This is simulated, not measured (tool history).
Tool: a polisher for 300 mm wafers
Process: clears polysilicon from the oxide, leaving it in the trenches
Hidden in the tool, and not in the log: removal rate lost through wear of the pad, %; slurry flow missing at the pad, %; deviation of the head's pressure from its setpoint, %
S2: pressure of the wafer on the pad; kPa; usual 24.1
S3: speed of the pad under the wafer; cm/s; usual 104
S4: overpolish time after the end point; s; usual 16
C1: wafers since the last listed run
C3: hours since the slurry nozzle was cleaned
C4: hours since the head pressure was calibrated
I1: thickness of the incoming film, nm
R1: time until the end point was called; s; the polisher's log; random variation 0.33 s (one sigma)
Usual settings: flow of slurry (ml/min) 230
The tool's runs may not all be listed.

Run 1, hour 0: usual settings but S3 92 cm/s; C1 0; wafers polished on this pad 3858; C3 156.2; C4 199.6; I1 392.2. Result: R1 29.3 s.
Run 2, hour 34.5: usual settings but S3 92 cm/s; C1 377; wafers polished on this pad 4236; C3 190.7; C4 234.1; I1 389.1. Result: R1 28.9 s.
Run 3, hour 67.8: usual settings; C1 364; wafers polished on this pad 4601; C3 224; C4 267.4; I1 394.6. Result: R1 27.8 s.
At hour 75.9: worn pad replaced by a new one.
Run 4, hour 133.2: usual settings; C1 672; wafers polished on this pad 627; C3 289.4; C4 332.8; I1 394.2. Result: R1 24.3 s.
Run 5, hour 181.6: usual settings; C1 530; wafers polished on this pad 1158; C3 337.8; C4 381.2; I1 392.9. Result: R1 25.3 s.
Run 6, hour 240.7: usual settings; C1 647; wafers polished on this pad 1805; C3 396.9; C4 440.3; I1 386.3. Result: R1 25.3 s.
At hour 255.7: slurry nozzle cleaned.
Run 7, hour 307.2: usual settings; C1 717; wafers polished on this pad 2523; C3 51.5; C4 506.8; I1 393.5. Result: R1 26.4 s.
Run 8, hour 354: usual settings but S4 18 s; C1 512; wafers polished on this pad 3035; C3 98.3; C4 553.6; I1 398. Result: R1 26.6 s.
Run 9, hour 406.1: usual settings but S4 18 s; C1 570; wafers polished on this pad 3606; C3 150.4; C4 605.7; I1 386.6. Result: R1 26.5 s.
Run 10, hour 435.8: usual settings but flow of slurry (ml/min) 210; C1 325; wafers polished on this pad 3931; C3 180.1; C4 635.4; I1 392.5. Result: R1 27.1 s.
Run 11, hour 471.4: usual settings but flow of slurry (ml/min) 210; C1 389; wafers polished on this pad 4321; C3 215.7; C4 671; I1 397.1. Result: R1 27.5 s.
At hour 479.5: worn pad replaced by a new one.
Run 12, hour 515.7: usual settings; C1 441; wafers polished on this pad 396; C3 260; C4 715.3; I1 390.4. Result: R1 24 s.
Run 13, hour 550: usual settings; C1 375; wafers polished on this pad 772; C3 294.3; C4 749.6; I1 386.1. Result: R1 23.8 s.
Run 14, hour 618.1: usual settings; C1 746; wafers polished on this pad 1518; C3 362.4; C4 817.7; I1 389.9. Result: R1 25.6 s.
At hour 625.6: slurry nozzle cleaned.
Run 15, hour 679.5: usual settings but flow of slurry (ml/min) 180, S2 20 kPa, S3 132 cm/s, S4 24 s; C1 661; wafers polished on this pad 2179; C3 53.9; C4 879.1; I1 393.9. Result: R1 25.6 s.
Run 16, hour 728.4: usual settings but S4 25 s; C1 535; wafers polished on this pad 2715; C3 102.8; C4 928; I1 390.5. Result: R1 26.2 s.
Run 17, hour 772.2: usual settings but S4 18 s; C1 479; wafers polished on this pad 3195; C3 146.6; C4 971.8; I1 391.4. Result: R1 26.3 s.
Run 18, hour 835: usual settings but flow of slurry (ml/min) 200; C1 687; wafers polished on this pad 3883; C3 209.4; C4 1034.6; I1 384.9. Result: R1 27.1 s.
At hour 876: worn pad replaced by a new one.
Run 19, hour 882.5: usual settings but flow of slurry (ml/min) 260; C1 476; wafers polished on this pad 71; C3 256.9; C4 1082.1; I1 387.3. Result: R1 22.9 s.
Run 20, hour 921.3: usual settings but flow of slurry (ml/min) 170, S4 24 s; C1 425; wafers polished on this pad 496; C3 295.7; C4 1120.9; I1 393.4. Result: R1 25.6 s.
Run 21, hour 982.2: usual settings but flow of slurry (ml/min) 285; C1 667; wafers polished on this pad 1163; C3 356.6; C4 1181.8; I1 387.5. Result: R1 25.5 s.
Run 22, hour 1033.5: usual settings but S3 122 cm/s, S4 19 s; C1 561; wafers polished on this pad 1725; C3 407.9; C4 1233.1; I1 393.1. Result: R1 23 s.
At hour 1041.2: slurry nozzle cleaned.
Run 23, hour 1091.3: usual settings; C1 622; wafers polished on this pad 2347; C3 50.1; C4 1290.9; I1 391.9. Result: R1 26.3 s.
Run 24, hour 1163: usual settings; C1 785; wafers polished on this pad 3133; C3 121.8; C4 1362.6; I1 396.7. Result: R1 27.2 s.
At hour 1189.3: head pressure recalibrated.
Run 25, hour 1202: usual settings but flow of slurry (ml/min) 260, S3 88 cm/s; C1 405; wafers polished on this pad 3538; C3 160.8; C4 12.7; I1 389.3. Result: R1 31.1 s.
Run 26, hour 1264.8: usual settings but flow of slurry (ml/min) 175, S2 18.6 kPa, S3 94 cm/s, S4 20 s; C1 687; wafers polished on this pad 4226; C3 223.6; C4 75.5; I1 393.2. Result: R1 38.9 s.
At hour 1299.7: worn pad replaced by a new one.
Run 27, hour 1304.7: usual settings but flow of slurry (ml/min) 260, S4 11 s; C1 393; wafers polished on this pad 54; C3 263.5; C4 115.4; I1 385.1. Result: R1 23 s.
Run 28, hour 1372.8: usual settings but S2 26.9 kPa; C1 746; wafers polished on this pad 800; C3 331.6; C4 183.5; I1 388.8. Result: R1 22.1 s.
Run 29, hour 1421.6: usual settings; C1 534; wafers polished on this pad 1335; C3 380.4; C4 232.3; I1 395.1. Result: R1 25.2 s.
Run 30, hour 1483.9: usual settings; C1 682; wafers polished on this pad 2017; C3 442.7; C4 294.6; I1 384.1. Result: R1 25.3 s.
At hour 1515: slurry nozzle cleaned.
Run 31, hour 1532.5: usual settings but S2 29 kPa; C1 521; wafers polished on this pad 2539; C3 17.5; C4 343.2; I1 387.2. Result: R1 21.9 s.
Run 32, hour 1598.8: usual settings; C1 726; wafers polished on this pad 3265; C3 83.8; C4 409.5; I1 386.8. Result: R1 26.2 s.
Run 33, hour 1649.7: usual settings but S2 29.6 kPa, S4 25 s; C1 557; wafers polished on this pad 3822; C3 134.7; C4 460.4; I1 386.7. Result: R1 22 s.
Run 34, hour 1697.5: usual settings but flow of slurry (ml/min) 175, S2 19.3 kPa, S3 80 cm/s, S4 12 s; C1 523; wafers polished on this pad 4346; C3 182.5; C4 508.2; I1 385.6. Result: R1 41.2 s.

Hidden state or all else? Some run-to-run changes of R1, split into what the settings, what came in and random variation would give without the hidden state, and what is left for the hidden state (with any gauge scatter that isn't in both results):
Run 11 -> 12: flow of slurry (ml/min) 210 -> 230, worn pad replaced by a new one. R1 -3.5 s: hidden state -2.6, all else -0.9.
Run 18 -> 19: flow of slurry (ml/min) 200 -> 260, worn pad replaced by a new one. R1 -4.2 s: hidden state -2.6, all else -1.6.
Run 25 -> 26: flow of slurry (ml/min) 260 -> 175, S2 24.1 -> 18.6, S3 88 -> 94, S4 16 -> 20. R1 +7.8 s: hidden state +1.2, all else +6.6.
Run 26 -> 27: flow of slurry (ml/min) 175 -> 260, S2 18.6 -> 24.1, S3 94 -> 104, S4 20 -> 11, worn pad replaced by a new one. R1 -15.9 s: hidden state -5.4, all else -10.5.
Run 33 -> 34: flow of slurry (ml/min) 230 -> 175, S2 29.6 -> 19.3, S3 104 -> 80, S4 25 -> 12. R1 +19.2 s: hidden state +2.5, all else +16.7.
